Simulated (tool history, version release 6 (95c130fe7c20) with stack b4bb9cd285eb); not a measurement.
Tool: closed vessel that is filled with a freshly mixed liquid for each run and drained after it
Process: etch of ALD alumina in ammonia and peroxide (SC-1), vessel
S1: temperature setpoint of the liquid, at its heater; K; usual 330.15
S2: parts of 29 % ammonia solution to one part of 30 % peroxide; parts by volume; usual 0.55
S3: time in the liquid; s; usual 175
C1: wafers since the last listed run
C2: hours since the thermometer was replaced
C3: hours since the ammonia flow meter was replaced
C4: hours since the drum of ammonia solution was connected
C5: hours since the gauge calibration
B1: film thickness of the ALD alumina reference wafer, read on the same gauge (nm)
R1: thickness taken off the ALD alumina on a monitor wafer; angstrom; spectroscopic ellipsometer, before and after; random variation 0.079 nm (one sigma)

run	hour	S1	S2	S3	C1	C2	C3	C4	C5	B1	R1
1	0.0	324.15	0.55	175	0	896.0	1422.6	277.5	161.3	70.02	99.9
2	41.8	324.15	0.55	175	3784	937.8	1464.4	319.3	203.1	70.04	99.0
3	109.5	330.15	0.55	175	6130	1005.5	1532.1	387.0	270.8	70.03	138.5
# hour 163.4: new drum of ammonia solution connected
4	163.9	330.15	0.55	175	4835	1059.9	1586.5	0.5	325.2	70.03	138.4
5	212.2	330.15	0.55	175	4373	1108.2	1634.8	48.8	373.5	70.00	138.3
6	269.3	330.15	0.30	175	5170	1165.3	1691.9	105.9	430.6	69.99	130.5
# hour 327.0: ammonia flow meter replaced
7	333.0	330.15	0.30	175	5677	1229.0	6.0	169.6	494.3	70.00	130.8
8	375.1	330.15	0.70	175	3812	1271.1	48.1	211.7	536.4	69.99	141.6
9	428.5	323.65	0.45	95	4835	1324.5	101.5	265.1	589.8	69.99	52.3
10	459.8	330.15	0.30	175	2834	1355.8	132.8	296.4	621.1	70.01	130.0
# hour 509.8: thermometer replaced
11	518.3	338.15	0.25	175	5206	8.5	191.3	354.9	679.6	70.00	193.5
# hour 546.1: new drum of ammonia solution connected
12	578.6	333.15	0.80	210	5369	68.8	251.6	32.5	739.9	70.01	201.1
13	630.2	330.15	0.55	175	4672	120.4	303.2	84.1	791.5	69.99	138.7
14	698.4	330.15	0.65	245	6175	188.6	371.4	152.3	859.7	69.98	195.7
15	748.1	330.15	0.55	115	4500	238.3	421.1	202.0	909.4	69.99	90.7
16	785.8	321.15	0.55	140	3413	276.0	458.8	239.7	947.1	69.98	68.0
17	841.1	320.65	0.55	175	5007	331.3	514.1	295.0	1002.4	69.99	81.9
18	903.1	322.15	0.30	85	5613	393.3	576.1	357.0	1064.4	70.00	41.0
# hour 928.5: gauge calibrated
# hour 942.3: new drum of ammonia solution connected
19	960.9	330.15	0.30	175	5143	451.1	633.9	18.6	32.4	70.02	129.6
20	1029.7	321.65	0.25	235	6229	519.9	702.7	87.4	101.2	70.01	108.7
21	1061.8	325.65	0.55	235	2906	552.0	734.8	119.5	133.3	69.99	145.4
22	1130.6	327.15	0.70	230	6229	620.8	803.6	188.3	202.1	70.01	157.2
23	1158.0	330.15	0.55	175	2480	648.2	831.0	215.7	229.5	70.01	137.6
24	1184.5	326.15	0.65	175	2399	674.7	857.5	242.2	256.0	70.01	113.2
25	1242.7	330.15	0.55	265	5269	732.9	915.7	300.4	314.2	70.02	209.9
26	1311.5	321.15	0.40	100	6229	801.7	984.5	369.2	383.0	69.98	47.1
# hour 1332.5: new drum of ammonia solution connected
27	1353.7	326.65	0.30	175	3730	843.9	1026.7	21.2	425.2	69.99	108.5
28	1403.6	333.65	0.55	270	4518	893.8	1076.6	71.1	475.1	69.97	255.7

Forecast each of these 5 alternatives for the next run:
A	1404.3	330.15	0.55	175	63	894.5	1077.3	71.8	475.8	?	?
B	1404.3	330.15	0.85	175	63	894.5	1077.3	71.8	475.8	?	?
C	1404.3	330.15	0.55	145	63	894.5	1077.3	71.8	475.8	?	?
D	1404.3	325.65	0.85	255	63	894.5	1077.3	71.8	475.8	?	?
E	1404.3	330.15	0.45	175	63	894.5	1077.3	71.8	475.8	?	?

run	B1	R1
A	70.01	139.0
B	70.01	144.8
C	70.01	115.1
D	70.01	166.1
E	70.01	136.4
Without the tool's hidden state the same runs would have given:
run	R1
A	139.0
B	144.8
C	115.1
D	166.1
E	136.4
